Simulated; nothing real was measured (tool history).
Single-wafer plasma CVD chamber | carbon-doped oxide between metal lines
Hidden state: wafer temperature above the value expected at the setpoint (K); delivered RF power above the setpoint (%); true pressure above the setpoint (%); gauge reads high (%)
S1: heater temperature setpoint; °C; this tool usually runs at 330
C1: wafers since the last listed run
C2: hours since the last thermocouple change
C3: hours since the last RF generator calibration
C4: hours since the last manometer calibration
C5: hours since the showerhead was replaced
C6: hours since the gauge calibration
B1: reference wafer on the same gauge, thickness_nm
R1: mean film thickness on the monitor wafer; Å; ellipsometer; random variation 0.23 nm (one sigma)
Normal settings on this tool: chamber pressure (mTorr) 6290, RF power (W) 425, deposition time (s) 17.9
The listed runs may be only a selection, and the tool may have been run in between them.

run 1 hour=0.0 | S1=330 chamber_pressure_(mTorr)=6290 RF_power_(W)=425 deposition_time_(s)=17.9 | C1=0 C2=2286.4 C3=476.0 C4=773.0 C5=6388.4 C6=62.1 | B1=93.206 | R1=866.02
run 2 hour=97.3 | S1=330 chamber_pressure_(mTorr)=6290 RF_power_(W)=425 deposition_time_(s)=17.9 | C1=2108 C2=2383.7 C3=573.3 C4=870.3 C5=6485.7 C6=159.4 | B1=93.145 | R1=868.00
run 3 hour=137.3 | S1=330 chamber_pressure_(mTorr)=6290 RF_power_(W)=425 deposition_time_(s)=17.9 | C1=866 C2=2423.7 C3=613.3 C4=910.3 C5=6525.7 C6=199.4 | B1=93.164 | R1=867.36
run 4 hour=229.7 | S1=330 chamber_pressure_(mTorr)=6290 RF_power_(W)=425 deposition_time_(s)=20.1 | C1=2001 C2=2516.1 C3=705.7 C4=1002.7 C5=6618.1 C6=291.8 | B1=93.146 | R1=961.45
run 5 hour=335.7 | S1=330 chamber_pressure_(mTorr)=6290 RF_power_(W)=425 deposition_time_(s)=20.1 | C1=2296 C2=2622.1 C3=811.7 C4=1108.7 C5=6724.1 C6=397.8 | B1=93.149 | R1=961.96
run 6 hour=402.2 | S1=330 chamber_pressure_(mTorr)=6290 RF_power_(W)=425 deposition_time_(s)=20.1 | C1=1440 C2=2688.6 C3=878.2 C4=1175.2 C5=6790.6 C6=464.3 | B1=93.132 | R1=964.13
run 7 hour=455.2 | S1=330 chamber_pressure_(mTorr)=6290 RF_power_(W)=425 deposition_time_(s)=17.9 | C1=1148 C2=2741.6 C3=931.2 C4=1228.2 C5=6843.6 C6=517.3 | B1=93.166 | R1=859.48
-- hour=526.9 RF generator calibrated
run 8 hour=527.4 | S1=330 chamber_pressure_(mTorr)=6290 RF_power_(W)=425 deposition_time_(s)=17.9 | C1=1390 C2=2813.8 C3=0.5 C4=1300.4 C5=6915.8 C6=589.5 | B1=93.235 | R1=878.64
run 9 hour=618.5 | S1=330 chamber_pressure_(mTorr)=5410 RF_power_(W)=425 deposition_time_(s)=17.9 | C1=1973 C2=2904.9 C3=91.6 C4=1391.5 C5=7006.9 C6=680.6 | B1=93.236 | R1=859.85
run 10 hour=705.7 | S1=330 chamber_pressure_(mTorr)=6290 RF_power_(W)=425 deposition_time_(s)=17.9 | C1=1889 C2=2992.1 C3=178.8 C4=1478.7 C5=7094.1 C6=767.8 | B1=93.209 | R1=867.03
-- hour=727.9 capacitance manometer re-zeroed and calibrated
-- hour=731.2 thermocouple changed; heater temperature recalibrated
-- hour=738.1 gauge calibrated
-- hour=739.8 showerhead replaced
run 11 hour=803.9 | S1=319 chamber_pressure_(mTorr)=6290 RF_power_(W)=365 deposition_time_(s)=17.9 | C1=1710 C2=72.7 C3=277.0 C4=76.0 C5=64.1 C6=65.8 | B1=93.235 | R1=813.45
run 12 hour=889.0 | S1=330 chamber_pressure_(mTorr)=6290 RF_power_(W)=425 deposition_time_(s)=20.1 | C1=1843 C2=157.8 C3=362.1 C4=161.1 C5=149.2 C6=150.9 | B1=93.160 | R1=969.71
run 13 hour=939.1 | S1=330 chamber_pressure_(mTorr)=7030 RF_power_(W)=425 deposition_time_(s)=19.5 | C1=1085 C2=207.9 C3=412.2 C4=211.2 C5=199.3 C6=201.0 | B1=93.210 | R1=956.42
run 14 hour=993.9 | S1=330 chamber_pressure_(mTorr)=6290 RF_power_(W)=425 deposition_time_(s)=17.9 | C1=1187 C2=262.7 C3=467.0 C4=266.0 C5=254.1 C6=255.8 | B1=93.233 | R1=869.01
run 15 hour=1065.2 | S1=316 chamber_pressure_(mTorr)=6290 RF_power_(W)=475 deposition_time_(s)=16.4 | C1=1544 C2=334.0 C3=538.3 C4=337.3 C5=325.4 C6=327.1 | B1=93.208 | R1=896.94
run 16 hour=1138.2 | S1=330 chamber_pressure_(mTorr)=5300 RF_power_(W)=425 deposition_time_(s)=20.0 | C1=1581 C2=407.0 C3=611.3 C4=410.3 C5=398.4 C6=400.1 | B1=93.195 | R1=941.97

What was the tool's hidden state at every run in the log?
wafer temperature above the value expected at the setpoint (K): 0 on each run
true pressure above the setpoint (%): 0 on each run
gauge reads high (%): 0 on each run
H1: delivered RF power above the setpoint (%)
run=1 H1=-1.75
run=2 H1=-2.09
run=3 H1=-2.24
run=4 H1=-2.56
run=5 H1=-2.94
run=6 H1=-3.17
run=7 H1=-3.36
run=8 H1=-0.127
run=9 H1=-0.449
run=10 H1=-0.757
run=11 H1=-1.1
run=12 H1=-1.4
run=13 H1=-1.58
run=14 H1=-1.77
run=15 H1=-2.03
run=16 H1=-2.28
